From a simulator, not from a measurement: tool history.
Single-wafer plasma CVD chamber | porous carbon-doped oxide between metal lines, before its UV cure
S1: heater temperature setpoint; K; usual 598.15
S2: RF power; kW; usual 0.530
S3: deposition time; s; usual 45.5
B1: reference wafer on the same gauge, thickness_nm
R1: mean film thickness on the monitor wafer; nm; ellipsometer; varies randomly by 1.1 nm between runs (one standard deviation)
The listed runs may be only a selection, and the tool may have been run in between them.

run	hour	S1	S2	S3	B1	R1
1	0.0	598.15	0.530	43.6	222.088	236.828
2	38.9	598.15	0.565	45.5	222.096	261.751
3	138.2	598.15	0.530	45.5	221.786	247.010
4	186.5	598.15	0.530	45.5	222.069	247.760
5	275.5	598.15	0.530	45.5	222.310	247.618
6	375.3	598.15	0.530	45.5	222.082	244.326
7	482.3	598.15	0.530	45.5	222.057	245.808
8	584.5	598.15	0.530	45.5	222.079	245.565
9	671.7	598.15	0.530	50.9	222.078	272.366
10	759.9	598.15	0.530	50.9	221.787	272.548
# hour 788.5: gauge calibrated
# hour 913.4: RF generator calibrated
11	1026.8	598.15	0.530	45.5	222.156	250.656
12	1110.6	598.15	0.530	45.5	221.958	249.760
13	1190.8	598.15	0.530	45.5	221.854	250.870
# hour 1241.0: showerhead replaced
14	1241.5	598.15	0.500	45.5	221.830	236.142
15	1312.9	585.15	0.455	45.5	221.985	223.226
16	1400.8	590.15	0.495	42.1	221.967	225.223
17	1498.3	598.15	0.530	45.5	222.173	247.492
18	1729.3	591.15	0.430	45.5	221.919	202.534
# hour 1791.3: thermocouple changed; heater temperature recalibrated
19	1808.5	598.15	0.490	45.5	222.322	221.686
20	1852.1	590.15	0.530	45.5	221.965	248.820
# hour 1885.7: RF generator calibrated
21	1910.6	598.15	0.530	40.5	221.739	220.001
22	2002.3	587.15	0.590	40.0	222.095	253.751
23	2104.0	598.15	0.530	45.5	222.060	247.291
24	2193.8	605.15	0.530	50.5	221.966	263.839

What will run 25 give?
25	2248.1	610.15	0.635	40.1	?	?

{"run 25": {"B1": 222.042, "R1": 244.142}}
The same run, on a tool lacking any hidden state, would have yielded R1 246.225 nm.

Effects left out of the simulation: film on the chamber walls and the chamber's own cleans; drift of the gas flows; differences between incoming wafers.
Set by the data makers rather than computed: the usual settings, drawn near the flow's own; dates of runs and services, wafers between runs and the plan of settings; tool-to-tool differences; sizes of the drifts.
